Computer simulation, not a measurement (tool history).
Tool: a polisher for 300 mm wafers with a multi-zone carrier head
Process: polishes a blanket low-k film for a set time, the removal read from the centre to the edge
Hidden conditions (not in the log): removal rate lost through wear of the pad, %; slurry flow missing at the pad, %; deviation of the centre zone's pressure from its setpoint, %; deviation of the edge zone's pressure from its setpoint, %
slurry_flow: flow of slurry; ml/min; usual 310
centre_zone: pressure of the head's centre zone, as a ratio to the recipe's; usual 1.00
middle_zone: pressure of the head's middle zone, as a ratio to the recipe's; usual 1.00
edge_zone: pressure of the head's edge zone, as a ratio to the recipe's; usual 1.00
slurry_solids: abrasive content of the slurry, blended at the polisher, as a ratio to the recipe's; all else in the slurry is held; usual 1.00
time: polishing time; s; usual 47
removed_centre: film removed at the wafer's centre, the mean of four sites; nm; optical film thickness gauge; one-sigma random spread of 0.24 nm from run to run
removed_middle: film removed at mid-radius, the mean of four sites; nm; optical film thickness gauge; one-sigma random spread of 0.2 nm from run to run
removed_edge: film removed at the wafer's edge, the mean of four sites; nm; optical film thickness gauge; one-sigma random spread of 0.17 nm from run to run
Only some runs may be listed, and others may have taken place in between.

run	day	slurry_flow	centre_zone	middle_zone	edge_zone	slurry_solids	time	wafers since the last listed run	wafers polished on this pad	hours since the slurry nozzle was cleaned	hours since the centre zone pressure was calibrated	hours since the edge zone pressure was calibrated	hours since the carrier head's membrane was replaced	incoming thickness of the incoming film, nm	removed_centre	removed_middle	removed_edge
1	0.000	310	1.00	1.00	1.00	1.00	47	0	1195	61.0	122.5	116.4	1623.8	770.0	18.4	19.1	18.5
# day 2.271: carrier head's membrane replaced by a new one
2	2.317	310	1.00	1.00	1.00	1.00	47	766	1962	116.6	178.1	172.0	1.1	772.3	18.2	18.8	18.3
3	4.517	310	1.00	1.00	1.00	1.00	47	799	2762	169.4	230.9	224.8	53.9	781.5	18.5	19.2	18.4
# day 13.904: centre zone pressure recalibrated
4	16.442	310	1.00	1.00	1.00	1.00	47	4305	7067	455.6	60.9	511.0	340.1	778.4	18.5	19.1	18.6
# day 18.158: worn pad replaced by a new one
5	18.179	310	1.00	1.00	1.00	1.00	47	571	8	497.3	102.6	552.7	381.8	771.6	18.2	19.0	18.1
# day 18.554: edge zone pressure recalibrated
6	19.892	310	1.00	1.00	0.92	1.00	47	592	600	538.4	143.7	32.1	422.9	768.1	17.9	19.2	17.6
# day 20.004: slurry nozzle cleaned
7	22.312	310	0.91	1.00	1.00	1.10	47	865	1465	55.4	201.8	90.2	481.0	766.0	18.0	20.2	19.3
8	24.746	310	1.10	1.00	0.89	1.00	47	884	2350	113.8	260.2	148.6	539.4	768.2	19.9	19.2	17.6
9	27.692	310	0.92	1.00	1.03	1.20	47	1071	3421	184.5	330.9	219.3	610.1	770.5	19.1	20.7	20.2
10	31.842	310	1.00	1.00	1.00	1.00	47	1508	4930	284.1	430.5	318.9	709.7	782.3	18.2	19.2	18.5
11	34.883	310	1.00	1.00	1.04	1.00	34	1105	6036	357.1	503.5	391.9	782.7	769.5	13.1	13.8	13.4
# day 37.425: centre zone pressure recalibrated
12	38.717	380	1.11	1.00	1.00	0.85	37	1363	7399	449.1	31.0	483.9	874.7	761.3	14.3	13.6	13.1
# day 39.646: slurry nozzle cleaned
# day 40.967: worn pad replaced by a new one
# day 42.917: edge zone pressure recalibrated
13	42.942	310	1.00	1.00	1.00	1.00	47	1430	688	79.1	132.4	0.6	976.1	781.7	18.8	19.1	18.1
14	45.062	235	1.00	0.90	1.00	1.10	36	771	1459	130.0	183.3	51.5	1027.0	782.0	14.3	14.0	14.8
15	46.862	310	1.00	0.93	1.00	1.00	47	654	2114	173.2	226.5	94.7	1070.2	757.0	18.6	18.5	18.3
16	49.483	310	1.00	1.00	1.00	1.00	47	952	3066	236.1	289.4	157.6	1133.1	768.0	17.9	19.0	18.3
17	51.712	350	1.00	1.00	1.11	1.00	57	810	3877	289.6	342.9	211.1	1186.6	766.3	22.4	23.7	23.7
18	54.254	310	1.00	1.00	1.00	1.00	47	924	4801	350.6	403.9	272.1	1247.6	781.0	18.1	18.9	18.5
19	55.767	310	0.96	1.05	0.91	1.00	47	549	5351	386.9	440.2	308.4	1283.9	771.3	17.9	19.2	17.4
# day 58.367: centre zone pressure recalibrated
20	59.392	310	1.00	1.00	1.00	1.00	47	1287	6639	473.9	24.6	395.4	1370.9	772.8	18.1	18.9	18.4

Predict each of these 5 candidate next runs independently; none follows another, all start after run 20:
A	59.408	310	1.00	1.00	1.00	1.00	47	6	6645	474.3	25.0	395.8	1371.3	767.5	?	?	?
B	59.408	310	1.00	1.00	1.00	1.00	34	6	6645	474.3	25.0	395.8	1371.3	767.5	?	?	?
C	59.408	310	1.00	1.00	1.00	1.15	47	6	6645	474.3	25.0	395.8	1371.3	767.5	?	?	?
D	59.408	310	1.00	0.91	1.00	1.20	33	6	6645	474.3	25.0	395.8	1371.3	767.5	?	?	?
E	59.408	310	1.09	0.97	1.07	0.75	47	6	6645	474.3	25.0	395.8	1371.3	767.5	?	?	?

run	removed_centre	removed_middle	removed_edge
A	18.8	19.2	18.5
B	13.6	13.9	13.4
C	20.3	20.7	19.9
D	14.5	14.1	14.3
E	16.4	15.6	15.7
Had the tool no hidden state, the same runs would have come out as:
run	removed_centre	removed_middle	removed_edge
A	18.8	19.2	18.5
B	13.6	13.9	13.4
C	20.3	20.7	19.9
D	14.5	14.1	14.3
E	16.4	15.6	15.7
